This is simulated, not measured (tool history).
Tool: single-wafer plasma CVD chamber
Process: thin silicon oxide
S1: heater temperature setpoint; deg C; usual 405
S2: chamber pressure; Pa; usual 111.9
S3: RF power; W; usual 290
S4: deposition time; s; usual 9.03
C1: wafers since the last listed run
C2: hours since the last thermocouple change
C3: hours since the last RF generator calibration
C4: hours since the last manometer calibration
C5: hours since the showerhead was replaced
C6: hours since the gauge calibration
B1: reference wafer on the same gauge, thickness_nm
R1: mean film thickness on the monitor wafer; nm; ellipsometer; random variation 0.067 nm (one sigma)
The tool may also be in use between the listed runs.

run	day	S1	S2	S3	S4	C1	C2	C3	C4	C5	C6	B1	R1
1	0	397	111.9	290	7.97	0	187.6	190.5	1994.6	100.3	781.2	18.027	15.774
2	0.692	400	111.9	290	9.03	515	204.2	207.1	2011.2	116.9	797.8	18.017	17.94
3	1.225	400	111.9	290	9.03	397	217	219.9	2024	129.7	810.6	18.008	17.964
4	2.238	400	111.9	290	9.03	754	241.3	244.2	2048.3	154	834.9	18.003	18.003
5	2.967	405	104.7	290	9.03	543	258.8	261.7	2065.8	171.5	852.4	17.998	17.15
6	4.025	412	91.3	310	8.09	788	284.2	287.1	2091.2	196.9	877.8	17.971	14.478
# day 4.45: capacitance manometer re-zeroed and calibrated
7	4.542	405	101.5	290	9.03	136	296.6	299.5	2.2	209.3	890.2	17.965	16.771
# day 7.046: gauge calibrated
8	8.375	395	127.7	290	9.03	2855	388.6	391.5	94.2	301.3	31.9	18.379	20.013
9	8.888	405	111.9	290	9.03	381	400.9	403.8	106.5	313.6	44.2	18.385	18.342
10	9.679	405	111.9	290	9.03	589	419.9	422.8	125.5	332.6	63.2	18.365	18.245
11	10.396	405	111.9	290	9.03	533	437.1	440	142.7	349.8	80.4	18.341	18.169
12	10.925	405	111.9	290	9.03	394	449.8	452.7	155.4	362.5	93.1	18.347	18.227
13	12.075	405	111.9	290	9.03	856	477.4	480.3	183	390.1	120.7	18.328	18.21
14	12.833	405	111.9	290	10.11	564	495.6	498.5	201.2	408.3	138.9	18.318	20.225
15	13.454	405	134.5	260	9.03	462	510.5	513.4	216.1	423.2	153.8	18.307	19.267
16	14.371	405	111.9	290	9.03	682	532.5	535.4	238.1	445.2	175.8	18.302	18.148
17	15.646	405	111.9	290	9.03	949	563.1	566	268.7	475.8	206.4	18.278	18.2
18	16.304	405	103.3	335	9.03	490	578.9	581.8	284.5	491.6	222.2	18.283	18.397
19	17.679	415	104.7	290	9.03	1024	611.9	614.8	317.5	524.6	255.2	18.261	17.316
20	18.992	405	111.9	335	9.03	977	643.4	646.3	349	556.1	286.7	18.25	19.283
21	19.758	392	86.5	320	10.01	571	661.8	664.7	367.4	574.5	305.1	18.228	17.946
22	21.233	405	111.9	290	9.03	1098	697.2	700.1	402.8	609.9	340.5	18.22	18.114

Forecast run 23:
23	21.917	405	111.9	240	9.03	509	713.6	716.5	419.2	626.3	356.9	?	?

Run 23 gave B1 18.21, R1 16.579 nm.
Without the tool's hidden state the same run would have given R1 16.759 nm.

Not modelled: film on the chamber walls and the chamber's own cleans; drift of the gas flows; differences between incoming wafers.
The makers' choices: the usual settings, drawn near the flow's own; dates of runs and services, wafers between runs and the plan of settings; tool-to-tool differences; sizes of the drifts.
